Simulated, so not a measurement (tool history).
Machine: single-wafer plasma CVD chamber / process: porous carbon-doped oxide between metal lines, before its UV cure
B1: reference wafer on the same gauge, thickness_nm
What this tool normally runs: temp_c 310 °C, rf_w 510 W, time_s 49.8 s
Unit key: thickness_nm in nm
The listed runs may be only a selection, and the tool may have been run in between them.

run 1 hour=0.0 | temp_c=310 rf_w=545 time_s=49.8 | B1=214.012 | thickness_nm=271.669
run 2 hour=71.8 | temp_c=310 rf_w=545 time_s=49.8 | B1=213.988 | thickness_nm=272.876
-- hour=115.0 RF generator calibrated
run 3 hour=145.8 | temp_c=310 rf_w=510 time_s=49.8 | B1=214.029 | thickness_nm=266.440
run 4 hour=229.7 | temp_c=310 rf_w=510 time_s=49.8 | B1=213.958 | thickness_nm=267.554
run 5 hour=323.3 | temp_c=310 rf_w=510 time_s=49.8 | B1=213.965 | thickness_nm=268.680
run 6 hour=398.4 | temp_c=310 rf_w=510 time_s=49.8 | B1=214.144 | thickness_nm=267.959
run 7 hour=479.5 | temp_c=310 rf_w=510 time_s=49.8 | B1=214.093 | thickness_nm=266.626
run 8 hour=548.2 | temp_c=310 rf_w=510 time_s=49.8 | B1=214.129 | thickness_nm=268.137
run 9 hour=635.1 | temp_c=310 rf_w=510 time_s=49.8 | B1=214.054 | thickness_nm=267.582
run 10 hour=728.8 | temp_c=299 rf_w=510 time_s=56.3 | B1=213.855 | thickness_nm=324.010
run 11 hour=816.6 | temp_c=299 rf_w=510 time_s=56.3 | B1=214.215 | thickness_nm=325.379
run 12 hour=921.7 | temp_c=299 rf_w=510 time_s=56.3 | B1=214.084 | thickness_nm=325.120
run 13 hour=959.5 | temp_c=304 rf_w=510 time_s=49.8 | B1=213.978 | thickness_nm=278.651
run 14 hour=1052.2 | temp_c=310 rf_w=510 time_s=49.8 | B1=213.831 | thickness_nm=266.502
-- hour=1157.1 showerhead replaced
run 15 hour=1157.6 | temp_c=310 rf_w=510 time_s=49.8 | B1=214.183 | thickness_nm=268.094
run 16 hour=1256.2 | temp_c=310 rf_w=560 time_s=49.8 | B1=213.957 | thickness_nm=283.247
-- hour=1310.9 thermocouple changed; heater temperature recalibrated
run 17 hour=1363.2 | temp_c=310 rf_w=560 time_s=49.8 | B1=214.072 | thickness_nm=276.741
run 18 hour=1444.2 | temp_c=298 rf_w=510 time_s=42.0 | B1=213.927 | thickness_nm=238.952
-- hour=1476.4 gauge calibrated
run 19 hour=1518.0 | temp_c=300 rf_w=540 time_s=47.1 | B1=214.144 | thickness_nm=273.514
run 20 hour=1575.3 | temp_c=310 rf_w=510 time_s=40.8 | B1=213.989 | thickness_nm=216.453
run 21 hour=1682.6 | temp_c=310 rf_w=545 time_s=49.8 | B1=214.143 | thickness_nm=272.846
run 22 hour=1785.8 | temp_c=324 rf_w=595 time_s=52.8 | B1=213.945 | thickness_nm=280.639
run 23 hour=1880.3 | temp_c=310 rf_w=465 time_s=49.8 | B1=214.119 | thickness_nm=247.865
run 24 hour=1934.5 | temp_c=310 rf_w=475 time_s=53.1 | B1=213.821 | thickness_nm=267.234
run 25 hour=1974.6 | temp_c=325 rf_w=450 time_s=49.8 | B1=213.885 | thickness_nm=220.992
-- hour=2041.7 RF generator calibrated
run 26 hour=2047.8 | temp_c=310 rf_w=510 time_s=49.8 | B1=214.030 | thickness_nm=268.310
run 27 hour=2130.9 | temp_c=324 rf_w=510 time_s=40.3 | B1=213.946 | thickness_nm=200.152
run 28 hour=2219.1 | temp_c=317 rf_w=450 time_s=46.9 | B1=213.976 | thickness_nm=224.334
run 29 hour=2258.3 | temp_c=310 rf_w=510 time_s=49.8 | B1=213.926 | thickness_nm=268.302
run 30 hour=2347.2 | temp_c=310 rf_w=510 time_s=44.5 | B1=213.993 | thickness_nm=240.495
run 31 hour=2445.3 | temp_c=310 rf_w=600 time_s=49.8 | B1=213.833 | thickness_nm=295.902
run 32 hour=2494.7 | temp_c=299 rf_w=510 time_s=40.1 | B1=213.910 | thickness_nm=233.155
run 33 hour=2541.5 | temp_c=305 rf_w=545 time_s=59.1 | B1=214.063 | thickness_nm=340.946
run 34 hour=2588.3 | temp_c=320 rf_w=585 time_s=53.6 | B1=214.033 | thickness_nm=294.948
run 35 hour=2660.3 | temp_c=310 rf_w=560 time_s=49.8 | B1=214.103 | thickness_nm=282.507

The same runs without the tool's hidden state, with the same run-to-run variation:
The hidden state here: wafer temperature above the value expected at the setpoint (K); delivered RF power above the setpoint (%); gauge reads high (%).
run=1 thickness_nm=274.348
run=2 thickness_nm=275.392
run=3 thickness_nm=262.933
run=4 thickness_nm=263.937
run=5 thickness_nm=265.000
run=6 thickness_nm=264.288
run=7 thickness_nm=263.006
run=8 thickness_nm=264.548
run=9 thickness_nm=264.092
run=10 thickness_nm=319.496
run=11 thickness_nm=321.009
run=12 thickness_nm=320.982
run=13 thickness_nm=275.420
run=14 thickness_nm=263.770
run=15 thickness_nm=265.592
run=16 thickness_nm=280.820
run=17 thickness_nm=280.210
run=18 thickness_nm=241.399
run=19 thickness_nm=275.849
run=20 thickness_nm=218.212
run=21 thickness_nm=274.655
run=22 thickness_nm=282.532
run=23 thickness_nm=249.276
run=24 thickness_nm=268.664
run=25 thickness_nm=223.319
run=26 thickness_nm=263.940
run=27 thickness_nm=197.285
run=28 thickness_nm=221.114
run=29 thickness_nm=264.030
run=30 thickness_nm=236.754
run=31 thickness_nm=291.412
run=32 thickness_nm=229.368
run=33 thickness_nm=335.877
run=34 thickness_nm=291.208
run=35 thickness_nm=278.632
